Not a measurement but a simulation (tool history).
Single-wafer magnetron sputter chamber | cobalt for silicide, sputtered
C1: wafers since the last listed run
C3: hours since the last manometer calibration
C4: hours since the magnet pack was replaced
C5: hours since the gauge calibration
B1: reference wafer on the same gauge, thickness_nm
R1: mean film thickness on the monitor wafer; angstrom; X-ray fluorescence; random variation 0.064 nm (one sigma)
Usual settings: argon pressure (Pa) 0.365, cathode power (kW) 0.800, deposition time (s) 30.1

{"run": 1, "hour": 0.0, "argon pressure (Pa)": 0.365, "cathode power (kW)": 0.8, "deposition time (s)": 30.1, "C1": 0, "wafers on the sputter target": 4798, "C3": 2051.9, "C4": 6968.8, "C5": 33.9, "B1": 12.119, "R1": 121.35}
{"run": 2, "hour": 17.7, "argon pressure (Pa)": 0.365, "cathode power (kW)": 0.8, "deposition time (s)": 30.1, "C1": 569, "wafers on the sputter target": 5368, "C3": 2069.6, "C4": 6986.5, "C5": 51.6, "B1": 12.09, "R1": 121.48}
{"run": 3, "hour": 34.1, "argon pressure (Pa)": 0.365, "cathode power (kW)": 0.8, "deposition time (s)": 30.1, "C1": 527, "wafers on the sputter target": 5895, "C3": 2086.0, "C4": 7002.9, "C5": 68.0, "B1": 12.083, "R1": 122.32}
{"hour": 69.9, "done": "sputter target and shields replaced"}
{"run": 4, "hour": 70.4, "argon pressure (Pa)": 0.402, "cathode power (kW)": 0.9, "deposition time (s)": 30.1, "C1": 910, "wafers on the sputter target": 16, "C3": 2122.3, "C4": 7039.2, "C5": 104.3, "B1": 12.11, "R1": 141.51}
{"run": 5, "hour": 111.2, "argon pressure (Pa)": 0.365, "cathode power (kW)": 0.8, "deposition time (s)": 30.1, "C1": 1312, "wafers on the sputter target": 1328, "C3": 2163.1, "C4": 7080.0, "C5": 145.1, "B1": 12.079, "R1": 124.8}
{"run": 6, "hour": 126.3, "argon pressure (Pa)": 0.365, "cathode power (kW)": 0.8, "deposition time (s)": 30.1, "C1": 485, "wafers on the sputter target": 1814, "C3": 2178.2, "C4": 7095.1, "C5": 160.2, "B1": 12.108, "R1": 124.3}
{"run": 7, "hour": 139.0, "argon pressure (Pa)": 0.4, "cathode power (kW)": 0.8, "deposition time (s)": 30.1, "C1": 408, "wafers on the sputter target": 2222, "C3": 2190.9, "C4": 7107.8, "C5": 172.9, "B1": 12.106, "R1": 123.92}
{"run": 8, "hour": 160.0, "argon pressure (Pa)": 0.4, "cathode power (kW)": 0.8, "deposition time (s)": 30.1, "C1": 675, "wafers on the sputter target": 2898, "C3": 2211.9, "C4": 7128.8, "C5": 193.9, "B1": 12.119, "R1": 121.4}
{"run": 9, "hour": 183.0, "argon pressure (Pa)": 0.365, "cathode power (kW)": 0.65, "deposition time (s)": 30.1, "C1": 739, "wafers on the sputter target": 3637, "C3": 2234.9, "C4": 7151.8, "C5": 216.9, "B1": 12.091, "R1": 100.08}
{"run": 10, "hour": 208.4, "argon pressure (Pa)": 0.334, "cathode power (kW)": 0.7, "deposition time (s)": 30.1, "C1": 816, "wafers on the sputter target": 4454, "C3": 2260.3, "C4": 7177.2, "C5": 242.3, "B1": 12.107, "R1": 108.31}
{"run": 11, "hour": 243.1, "argon pressure (Pa)": 0.334, "cathode power (kW)": 0.7, "deposition time (s)": 30.1, "C1": 1116, "wafers on the sputter target": 5570, "C3": 2295.0, "C4": 7211.9, "C5": 277.0, "B1": 12.097, "R1": 108.03}
{"run": 12, "hour": 270.7, "argon pressure (Pa)": 0.365, "cathode power (kW)": 0.75, "deposition time (s)": 30.1, "C1": 887, "wafers on the sputter target": 6458, "C3": 2322.6, "C4": 7239.5, "C5": 304.6, "B1": 12.089, "R1": 114.75}
{"run": 13, "hour": 292.2, "argon pressure (Pa)": 0.365, "cathode power (kW)": 0.75, "deposition time (s)": 30.1, "C1": 691, "wafers on the sputter target": 7149, "C3": 2344.1, "C4": 7261.0, "C5": 326.1, "B1": 12.097, "R1": 114.56}
{"hour": 317.7, "done": "magnet pack replaced"}
{"run": 14, "hour": 318.2, "argon pressure (Pa)": 0.365, "cathode power (kW)": 0.75, "deposition time (s)": 30.1, "C1": 578, "wafers on the sputter target": 7728, "C3": 2370.1, "C4": 0.5, "C5": 352.1, "B1": 12.107, "R1": 113.58}
{"run": 15, "hour": 335.3, "argon pressure (Pa)": 0.312, "cathode power (kW)": 0.8, "deposition time (s)": 32.1, "C1": 549, "wafers on the sputter target": 8278, "C3": 2387.2, "C4": 17.6, "C5": 369.2, "B1": 12.089, "R1": 132.04}
{"hour": 352.9, "done": "sputter target and shields replaced"}
{"run": 16, "hour": 354.5, "argon pressure (Pa)": 0.365, "cathode power (kW)": 0.8, "deposition time (s)": 34.6, "C1": 360, "wafers on the sputter target": 50, "C3": 2406.4, "C4": 36.8, "C5": 388.4, "B1": 12.105, "R1": 145.2}
{"run": 17, "hour": 389.9, "argon pressure (Pa)": 0.278, "cathode power (kW)": 0.8, "deposition time (s)": 33.7, "C1": 1138, "wafers on the sputter target": 1188, "C3": 2441.8, "C4": 72.2, "C5": 423.8, "B1": 12.094, "R1": 143.76}
{"run": 18, "hour": 414.3, "argon pressure (Pa)": 0.365, "cathode power (kW)": 0.8, "deposition time (s)": 30.1, "C1": 784, "wafers on the sputter target": 1973, "C3": 2466.2, "C4": 96.6, "C5": 448.2, "B1": 12.105, "R1": 123.27}
{"run": 19, "hour": 438.7, "argon pressure (Pa)": 0.268, "cathode power (kW)": 0.8, "deposition time (s)": 28.1, "C1": 784, "wafers on the sputter target": 2758, "C3": 2490.6, "C4": 121.0, "C5": 472.6, "B1": 12.095, "R1": 117.87}
{"run": 20, "hour": 472.0, "argon pressure (Pa)": 0.252, "cathode power (kW)": 0.9, "deposition time (s)": 35.0, "C1": 1070, "wafers on the sputter target": 3829, "C3": 2523.9, "C4": 154.3, "C5": 505.9, "B1": 12.102, "R1": 166.44}
{"run": 21, "hour": 490.7, "argon pressure (Pa)": 0.221, "cathode power (kW)": 0.9, "deposition time (s)": 24.6, "C1": 601, "wafers on the sputter target": 4430, "C3": 2542.6, "C4": 173.0, "C5": 524.6, "B1": 12.087, "R1": 116.83}
{"run": 22, "hour": 516.9, "argon pressure (Pa)": 0.365, "cathode power (kW)": 0.8, "deposition time (s)": 35.7, "C1": 842, "wafers on the sputter target": 5273, "C3": 2568.8, "C4": 199.2, "C5": 550.8, "B1": 12.085, "R1": 144.91}
{"hour": 531.3, "done": "gauge calibrated"}
{"hour": 542.7, "done": "capacitance manometer re-zeroed and calibrated"}
{"run": 23, "hour": 552.2, "argon pressure (Pa)": 0.365, "cathode power (kW)": 0.8, "deposition time (s)": 27.4, "C1": 878, "wafers on the sputter target": 6151, "C3": 9.5, "C4": 234.5, "C5": 20.9, "B1": 12.111, "R1": 110.76}
{"hour": 575.8, "done": "sputter target and shields replaced"}
{"run": 24, "hour": 576.3, "argon pressure (Pa)": 0.365, "cathode power (kW)": 0.8, "deposition time (s)": 25.0, "C1": 517, "wafers on the sputter target": 17, "C3": 33.6, "C4": 258.6, "C5": 45.0, "B1": 12.102, "R1": 104.91}
{"run": 25, "hour": 594.5, "argon pressure (Pa)": 0.506, "cathode power (kW)": 0.8, "deposition time (s)": 30.1, "C1": 585, "wafers on the sputter target": 603, "C3": 51.8, "C4": 276.8, "C5": 63.2, "B1": 12.123, "R1": 120.15}
{"run": 26, "hour": 609.2, "argon pressure (Pa)": 0.365, "cathode power (kW)": 0.8, "deposition time (s)": 30.1, "C1": 472, "wafers on the sputter target": 1075, "C3": 66.5, "C4": 291.5, "C5": 77.9, "B1": 12.11, "R1": 124.2}
{"run": 27, "hour": 629.4, "argon pressure (Pa)": 0.245, "cathode power (kW)": 0.85, "deposition time (s)": 24.2, "C1": 649, "wafers on the sputter target": 1725, "C3": 86.7, "C4": 311.7, "C5": 98.1, "B1": 12.118, "R1": 108.1}
{"run": 28, "hour": 658.5, "argon pressure (Pa)": 0.469, "cathode power (kW)": 0.8, "deposition time (s)": 35.7, "C1": 935, "wafers on the sputter target": 2661, "C3": 115.8, "C4": 340.8, "C5": 127.2, "B1": 12.096, "R1": 142.42}
{"run": 29, "hour": 686.9, "argon pressure (Pa)": 0.508, "cathode power (kW)": 0.7, "deposition time (s)": 30.1, "C1": 913, "wafers on the sputter target": 3574, "C3": 144.2, "C4": 369.2, "C5": 155.6, "B1": 12.095, "R1": 103.34}
{"run": 30, "hour": 709.8, "argon pressure (Pa)": 0.365, "cathode power (kW)": 0.7, "deposition time (s)": 24.8, "C1": 736, "wafers on the sputter target": 4311, "C3": 167.1, "C4": 392.1, "C5": 178.5, "B1": 12.105, "R1": 87.97}
{"run": 31, "hour": 745.2, "argon pressure (Pa)": 0.224, "cathode power (kW)": 0.6, "deposition time (s)": 28.6, "C1": 1138, "wafers on the sputter target": 5449, "C3": 202.5, "C4": 427.5, "C5": 213.9, "B1": 12.109, "R1": 90.48}
{"run": 32, "hour": 813.0, "argon pressure (Pa)": 0.365, "cathode power (kW)": 0.8, "deposition time (s)": 30.1, "C1": 2180, "wafers on the sputter target": 7630, "C3": 270.3, "C4": 495.3, "C5": 281.7, "B1": 12.092, "R1": 121.08}
{"run": 33, "hour": 827.6, "argon pressure (Pa)": 0.365, "cathode power (kW)": 0.8, "deposition time (s)": 30.1, "C1": 469, "wafers on the sputter target": 8099, "C3": 284.9, "C4": 509.9, "C5": 296.3, "B1": 12.079, "R1": 121.64}
{"hour": 842.4, "done": "sputter target and shields replaced"}
{"run": 34, "hour": 846.6, "argon pressure (Pa)": 0.292, "cathode power (kW)": 0.8, "deposition time (s)": 35.0, "C1": 353, "wafers on the sputter target": 135, "C3": 303.9, "C4": 528.9, "C5": 315.3, "B1": 12.105, "R1": 150.8}

How the hidden state differs across the entries between the runs, from the last listed run before each to the first after it:
Between runs 3 and 4: sputter target and shields replaced (hour 69.9)
  deposition rate above that of a new target (%): -4.1 -> -0.0525
  measured less the result without the state, R1: -5.24 -> -0.08 angstrom
Between runs 13 and 14: magnet pack replaced (hour 317.7)
  deposition rate above that of a new target (%): -4.16 -> -4.25
  measured less the result without the state, R1: -4.98 -> -5.04 angstrom
Between runs 15 and 16: sputter target and shields replaced (hour 352.9)
  deposition rate above that of a new target (%): -4.29 -> -0.0939
  measured less the result without the state, R1: -5.91 -> -0.14 angstrom
Between runs 22 and 23: gauge calibrated (hour 531.3); capacitance manometer re-zeroed and calibrated (hour 542.7)
  deposition rate above that of a new target (%): -3.84 -> -4.05
  measured less the result without the state, R1: -5.79 -> -4.68 angstrom
Between runs 23 and 24: sputter target and shields replaced (hour 575.8)
  deposition rate above that of a new target (%): -4.05 -> -0.312
  measured less the result without the state, R1: -4.68 -> -0.33 angstrom
Between runs 33 and 34: sputter target and shields replaced (hour 842.4)
  deposition rate above that of a new target (%): -4.51 -> -0.442
  measured less the result without the state, R1: -5.75 -> -0.67 angstrom

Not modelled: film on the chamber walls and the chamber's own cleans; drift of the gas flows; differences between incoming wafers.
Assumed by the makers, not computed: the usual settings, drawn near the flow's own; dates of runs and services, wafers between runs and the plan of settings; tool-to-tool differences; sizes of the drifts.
